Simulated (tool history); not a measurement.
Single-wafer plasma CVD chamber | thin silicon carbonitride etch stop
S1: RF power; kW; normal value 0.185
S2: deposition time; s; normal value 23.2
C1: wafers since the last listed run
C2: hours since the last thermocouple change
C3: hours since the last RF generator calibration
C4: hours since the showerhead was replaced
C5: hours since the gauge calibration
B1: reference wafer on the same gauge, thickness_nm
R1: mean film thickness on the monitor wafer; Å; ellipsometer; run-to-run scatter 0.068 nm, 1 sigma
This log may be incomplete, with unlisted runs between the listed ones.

run    hour     S1    S2    C1      C2     C3      C4      C5      B1      R1
  1       0  0.185  23.2     0  1630.2    313    3671   436.6    15.1  133.21
  2    58.1   0.21  23.2  1334  1688.3  371.1  3729.1   494.7  15.086  138.19
  3   274.7   0.21  23.2  4976  1904.9  587.7  3945.7   711.3  15.095  139.04
  4     491   0.21  23.2  4969  2121.2    804    4162   927.6  15.098  137.66
      715.5  -- RF generator calibrated
  5   764.2  0.185  23.2  6093  2394.4   48.7  4435.2  1200.8  15.108  132.49
  6   800.8  0.185  23.2   840    2431   85.3  4471.8  1237.4  15.111  133.56
  7     838  0.185  23.2   854  2468.2  122.5    4509  1274.6  15.089  131.83
  8   879.4  0.185  23.2   951  2509.6  163.9  4550.4    1316  15.101  130.93
      905.1  -- thermocouple changed; heater temperature recalibrated
  9   948.4  0.185  23.2  1401    43.3  232.9  4619.4    1385  15.104  133.11
     1045.6  -- showerhead replaced
 10  1164.8  0.185  23.2  4788   259.7  449.3   119.2  1601.4  15.089  131.86
     1190.7  -- gauge calibrated
 11  1209.9  0.185  23.2  1036   304.8  494.4   164.3    19.2  15.093  132.13
 12  1287.7  0.185  23.2  1787   382.6  572.2   242.1      97  15.083  131.05
 13  1324.1   0.22  23.2   836     419  608.6   278.5   133.4  15.104  142.01
 14  1383.4  0.155  23.2  1362   478.3  667.9   337.8   192.7  15.091  123.23
 15    1487  0.185  23.2  2380   581.9  771.5   441.4   296.3   15.08  131.88
 16  1558.4   0.22  25.9  1640   653.3  842.9   512.8   367.7  15.109  157.69
 17  1594.4  0.215  25.8   827   689.3  878.9   548.8   403.7  15.119  155.29
     1603.8  -- RF generator calibrated
 18    1663  0.185  23.2  1392   757.9   59.2   617.4   472.3  15.084  131.95
 19    1743  0.215  18.9  1838   837.9  139.2   697.4   552.3  15.087  114.71
 20  1846.1  0.185  23.2  2368     941  242.3   800.5   655.4  15.105   131.3
 21  1914.9   0.17  26.2  1580  1009.8  311.1   869.3   724.2  15.101  144.79
 22  2017.6  0.185  18.6  2359  1112.5  413.8     972   826.9  15.091   106.4
 23  2054.9    0.2  23.2   856  1149.8  451.1  1009.3   864.2  15.097  136.37
 24  2124.1   0.16  24.5  1589    1219  520.3  1078.5   933.4  15.084  131.39
 25  2167.8   0.17  24.4  1004  1262.7    564  1122.2   977.1  15.113  135.31

Below are 4 alternative next runs, each starting from the tool's condition after run 25. Predict each:
  A  2168.2  0.175  23.2   9  1263.1  564.4  1122.6  977.5   ?   ?
  B  2168.2   0.15  25.3   9  1263.1  564.4  1122.6  977.5   ?   ?
  C  2168.2  0.185  25.7   9  1263.1  564.4  1122.6  977.5   ?   ?
  D  2168.2  0.195  26.5   9  1263.1  564.4  1122.6  977.5   ?   ?

run      B1      R1
  A  15.107  129.84
  B  15.107  133.06
  C  15.107  146.99
  D  15.107  154.65
What these runs would have given with no unlogged condition in the tool:
run      R1
  A  129.84
  B  133.06
  C  146.99
  D  154.65
